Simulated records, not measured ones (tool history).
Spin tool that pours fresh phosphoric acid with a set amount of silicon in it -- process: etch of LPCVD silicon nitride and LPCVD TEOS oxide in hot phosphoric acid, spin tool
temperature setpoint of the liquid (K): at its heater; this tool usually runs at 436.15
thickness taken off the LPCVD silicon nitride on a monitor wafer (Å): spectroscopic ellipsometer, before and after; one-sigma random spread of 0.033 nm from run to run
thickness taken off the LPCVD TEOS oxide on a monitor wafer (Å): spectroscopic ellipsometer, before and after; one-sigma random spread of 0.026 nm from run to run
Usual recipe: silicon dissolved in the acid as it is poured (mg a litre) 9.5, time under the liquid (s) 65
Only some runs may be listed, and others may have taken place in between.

run    hour  temperature setpoint of the liquid (K)  silicon dissolved in the acid as it is poured (mg a litre)  time under the liquid (s)  read-back film thickness of the LPCVD silicon nitride reference wafer, read on the same gauge (nm)  read-back film thickness of the LPCVD TEOS oxide reference wafer, read on the same gauge (nm)  thickness taken off the LPCVD silicon nitride on a monitor wafer (Å)  thickness taken off the LPCVD TEOS oxide on a monitor wafer (Å)
  1       0                                  436.15                                                         9.5                         85                                                                                               39.99                                                                                         30.029                                                                  73.1                                                             4.49
  2    68.9                                  438.65                                                         9.5                         65                                                                                               39.99                                                                                         29.954                                                                  60.7                                                             4.01
  3   148.7                                  436.15                                                         9.5                         25                                                                                               40.02                                                                                         30.021                                                                  21.6                                                             1.44
  4   192.3                                  436.15                                                         9.5                         65                                                                                               39.98                                                                                         30.005                                                                  55.3                                                             3.15
      208.7  -- gauge calibrated
  5   237.7                                  438.65                                                           3                         45                                                                                                  40                                                                                         29.995                                                                  41.7                                                             3.37
  6   325.4                                  436.15                                                         9.5                         50                                                                                               40.02                                                                                             30                                                                  42.3                                                             2.88
  7   431.1                                  436.15                                                         9.5                         65                                                                                               40.01                                                                                         29.996                                                                  55.3                                                             2.88
  8   511.3                                  437.15                                                         9.5                         85                                                                                               40.01                                                                                         29.994                                                                  73.9                                                             4.69
      543.4  -- dissolved silicon flow meter replaced
      567.3  -- thermometer replaced
  9   612.3                                  436.15                                                         9.5                         65                                                                                               40.03                                                                                         29.974                                                                  57.5                                                             3.79
 10   686.2                                  436.15                                                         9.5                         65                                                                                               39.99                                                                                         29.993                                                                  57.4                                                             3.79
 11   793.4                                  436.15                                                         9.5                         65                                                                                               39.98                                                                                         30.023                                                                    57                                                             3.83
 12   881.4                                  437.65                                                        14.5                         25                                                                                                  40                                                                                             30                                                                  22.9                                                             1.41
      898.6  -- heated supply line repaired
 13     933                                  436.15                                                         9.5                         65                                                                                               39.99                                                                                         30.033                                                                  59.3                                                             4.05
 14  1001.9                                  433.65                                                         3.5                        100                                                                                                  40                                                                                         30.007                                                                  84.2                                                             5.34
 15  1085.5                                  436.15                                                         9.5                         65                                                                                               39.99                                                                                         29.975                                                                  59.4                                                             4.38
 16  1167.7                                  436.15                                                         9.5                         65                                                                                               39.99                                                                                         29.994                                                                  59.6                                                             4.05
 17  1224.9                                  436.15                                                         9.5                         65                                                                                               40.01                                                                                          29.98                                                                  58.8                                                              3.9
 18  1294.6                                  439.15                                                         3.5                         65                                                                                               40.03                                                                                          29.99                                                                  64.2                                                             5.65
 19  1378.4                                  437.15                                                         9.5                         50                                                                                               40.01                                                                                         30.036                                                                  46.9                                                             2.96
 20  1519.5                                  436.15                                                        11.5                        100                                                                                               40.01                                                                                         29.983                                                                    89                                                             5.52
     1576.4  -- dissolved silicon flow meter replaced
 21  1576.9                                  437.65                                                           3                         65                                                                                               40.01                                                                                         30.035                                                                  61.2                                                             4.79
 22  1666.5                                  436.15                                                           5                         65                                                                                               39.99                                                                                         30.008                                                                    58                                                             3.89

4 ways to go on from here, each from the tool as it stands after run 22. What would each give?
  A  1666.9                                  436.15                                                         9.5                         80                                                                                                   ?                                                                                              ?                                                                     ?                                                                ?
  B  1666.9                                  433.65                                                         2.5                         95                                                                                                   ?                                                                                              ?                                                                     ?                                                                ?
  C  1666.9                                  436.15                                                          16                         40                                                                                                   ?                                                                                              ?                                                                     ?                                                                ?
  D  1666.9                                  435.15                                                         9.5                         85                                                                                                   ?                                                                                              ?                                                                     ?                                                                ?

run  read-back film thickness of the LPCVD silicon nitride reference wafer, read on the same gauge (nm)  read-back film thickness of the LPCVD TEOS oxide reference wafer, read on the same gauge (nm)  thickness taken off the LPCVD silicon nitride on a monitor wafer (Å)  thickness taken off the LPCVD TEOS oxide on a monitor wafer (Å)
  A                                                                                               40.01                                                                                             30                                                                    71                                                             4.84
  B                                                                                               40.01                                                                                             30                                                                  77.5                                                             5.52
  C                                                                                               40.01                                                                                             30                                                                  35.5                                                             2.08
  D                                                                                               40.01                                                                                             30                                                                  72.9                                                             4.78
With the hidden condition removed and each run's random variation left untouched, the same runs would have given:
run  thickness taken off the LPCVD silicon nitride on a monitor wafer (Å)  thickness taken off the LPCVD TEOS oxide on a monitor wafer (Å)
  A                                                                  73.8                                                             5.28
  B                                                                  80.6                                                             6.02
  C                                                                  36.9                                                             2.26
  D                                                                  75.8                                                             5.21
